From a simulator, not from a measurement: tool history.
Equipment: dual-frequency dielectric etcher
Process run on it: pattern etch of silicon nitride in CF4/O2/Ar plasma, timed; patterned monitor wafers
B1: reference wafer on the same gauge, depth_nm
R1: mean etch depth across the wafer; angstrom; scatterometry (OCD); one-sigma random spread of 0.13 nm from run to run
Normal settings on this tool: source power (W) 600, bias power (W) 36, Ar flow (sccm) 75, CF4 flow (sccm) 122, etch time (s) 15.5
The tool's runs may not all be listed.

{"run": 1, "hour": 0.0, "source power (W)": 600, "bias power (W)": 36, "Ar flow (sccm)": 75, "CF4 flow (sccm)": 122, "etch time (s)": 15.5, "B1": 35.27, "R1": 331.0}
{"run": 2, "hour": 52.5, "source power (W)": 600, "bias power (W)": 36, "Ar flow (sccm)": 75, "CF4 flow (sccm)": 122, "etch time (s)": 15.5, "B1": 35.3, "R1": 330.2}
{"run": 3, "hour": 79.6, "source power (W)": 600, "bias power (W)": 36, "Ar flow (sccm)": 75, "CF4 flow (sccm)": 122, "etch time (s)": 12.5, "B1": 35.26, "R1": 267.4}
{"run": 4, "hour": 131.8, "source power (W)": 600, "bias power (W)": 36, "Ar flow (sccm)": 75, "CF4 flow (sccm)": 122, "etch time (s)": 12.5, "B1": 35.26, "R1": 264.0}
{"run": 5, "hour": 190.1, "source power (W)": 600, "bias power (W)": 36, "Ar flow (sccm)": 75, "CF4 flow (sccm)": 122, "etch time (s)": 15.5, "B1": 35.34, "R1": 325.8}
{"run": 6, "hour": 256.9, "source power (W)": 600, "bias power (W)": 36, "Ar flow (sccm)": 75, "CF4 flow (sccm)": 122, "etch time (s)": 15.5, "B1": 35.35, "R1": 362.6}
{"run": 7, "hour": 341.5, "source power (W)": 600, "bias power (W)": 36, "Ar flow (sccm)": 75, "CF4 flow (sccm)": 122, "etch time (s)": 15.5, "B1": 35.3, "R1": 358.9}
{"run": 8, "hour": 533.8, "source power (W)": 600, "bias power (W)": 36, "Ar flow (sccm)": 75, "CF4 flow (sccm)": 122, "etch time (s)": 15.5, "B1": 35.29, "R1": 335.7}
{"run": 9, "hour": 580.3, "source power (W)": 600, "bias power (W)": 36, "Ar flow (sccm)": 57, "CF4 flow (sccm)": 122, "etch time (s)": 15.5, "B1": 35.32, "R1": 341.8}
{"run": 10, "hour": 616.2, "source power (W)": 750, "bias power (W)": 36, "Ar flow (sccm)": 75, "CF4 flow (sccm)": 101, "etch time (s)": 15.5, "B1": 35.31, "R1": 415.4}
{"run": 11, "hour": 646.6, "source power (W)": 470, "bias power (W)": 36, "Ar flow (sccm)": 75, "CF4 flow (sccm)": 149, "etch time (s)": 15.5, "B1": 35.32, "R1": 260.7}
{"run": 12, "hour": 713.4, "source power (W)": 600, "bias power (W)": 36, "Ar flow (sccm)": 63, "CF4 flow (sccm)": 122, "etch time (s)": 15.5, "B1": 35.28, "R1": 336.1}
{"run": 13, "hour": 748.9, "source power (W)": 500, "bias power (W)": 36, "Ar flow (sccm)": 69, "CF4 flow (sccm)": 113, "etch time (s)": 12.0, "B1": 35.27, "R1": 210.2}
{"run": 14, "hour": 785.6, "source power (W)": 600, "bias power (W)": 36, "Ar flow (sccm)": 61, "CF4 flow (sccm)": 122, "etch time (s)": 15.5, "B1": 35.29, "R1": 336.2}
{"run": 15, "hour": 819.1, "source power (W)": 600, "bias power (W)": 36, "Ar flow (sccm)": 75, "CF4 flow (sccm)": 143, "etch time (s)": 15.5, "B1": 35.29, "R1": 334.2}
{"run": 16, "hour": 881.6, "source power (W)": 600, "bias power (W)": 36, "Ar flow (sccm)": 75, "CF4 flow (sccm)": 122, "etch time (s)": 15.5, "B1": 35.31, "R1": 329.2}
{"run": 17, "hour": 1012.5, "source power (W)": 600, "bias power (W)": 36, "Ar flow (sccm)": 75, "CF4 flow (sccm)": 122, "etch time (s)": 15.5, "B1": 35.35, "R1": 325.9}
{"run": 18, "hour": 1043.6, "source power (W)": 470, "bias power (W)": 36, "Ar flow (sccm)": 75, "CF4 flow (sccm)": 149, "etch time (s)": 15.5, "B1": 35.29, "R1": 252.1}
{"run": 19, "hour": 1100.6, "source power (W)": 650, "bias power (W)": 36, "Ar flow (sccm)": 58, "CF4 flow (sccm)": 122, "etch time (s)": 19.5, "B1": 35.35, "R1": 473.3}
{"run": 20, "hour": 1137.4, "source power (W)": 600, "bias power (W)": 44, "Ar flow (sccm)": 75, "CF4 flow (sccm)": 122, "etch time (s)": 15.5, "B1": 35.31, "R1": 375.6}
{"run": 21, "hour": 1179.5, "source power (W)": 600, "bias power (W)": 36, "Ar flow (sccm)": 75, "CF4 flow (sccm)": 122, "etch time (s)": 15.5, "B1": 35.33, "R1": 336.0}
{"run": 22, "hour": 1217.3, "source power (W)": 600, "bias power (W)": 36, "Ar flow (sccm)": 75, "CF4 flow (sccm)": 122, "etch time (s)": 15.5, "B1": 35.32, "R1": 336.7}

Put back what was entered between runs (9 entries, withheld): which listed runs does each sit between, and how does the hidden state differ from the listed run before to the listed run after?
From run 5 to run 6: wet clean of the chamber (hour 253.0); source power generator calibrated (hour 256.4)
  etch rate over this chamber's usual, %: -3.32 -> 6.91
  measured value less the no-hidden-state value, R1: -11.2 -> +23.4 angstrom
From run 6 to run 7: upper electrode replaced (hour 335.7); CF4 flow controller replaced (hour 341.0)
  etch rate over this chamber's usual, %: 6.91 -> 6.25
  measured value less the no-hidden-state value, R1: +23.4 -> +21.1 angstrom
From run 7 to run 8: gauge calibrated (hour 419.0); wet clean of the chamber, repeated, since the last time left the tool worse (hour 533.3)
  etch rate over this chamber's usual, %: 6.25 -> -0.387
  measured value less the no-hidden-state value, R1: +21.1 -> -1.3 angstrom
From run 13 to run 14: Ar flow controller replaced (hour 785.1)
  etch rate over this chamber's usual, %: -2.06 -> -2.34
  measured value less the no-hidden-state value, R1: -4.4 -> -8.1 angstrom
From run 15 to run 16: bias power generator calibrated (hour 853.9)
  etch rate over this chamber's usual, %: -2.6 -> -3.09
  measured value less the no-hidden-state value, R1: -8.9 -> -10.5 angstrom
From run 18 to run 19: wet clean of the chamber (hour 1087.5)
  etch rate over this chamber's usual, %: -4.35 -> 0.0228
  measured value less the no-hidden-state value, R1: -11.5 -> +0.1 angstrom

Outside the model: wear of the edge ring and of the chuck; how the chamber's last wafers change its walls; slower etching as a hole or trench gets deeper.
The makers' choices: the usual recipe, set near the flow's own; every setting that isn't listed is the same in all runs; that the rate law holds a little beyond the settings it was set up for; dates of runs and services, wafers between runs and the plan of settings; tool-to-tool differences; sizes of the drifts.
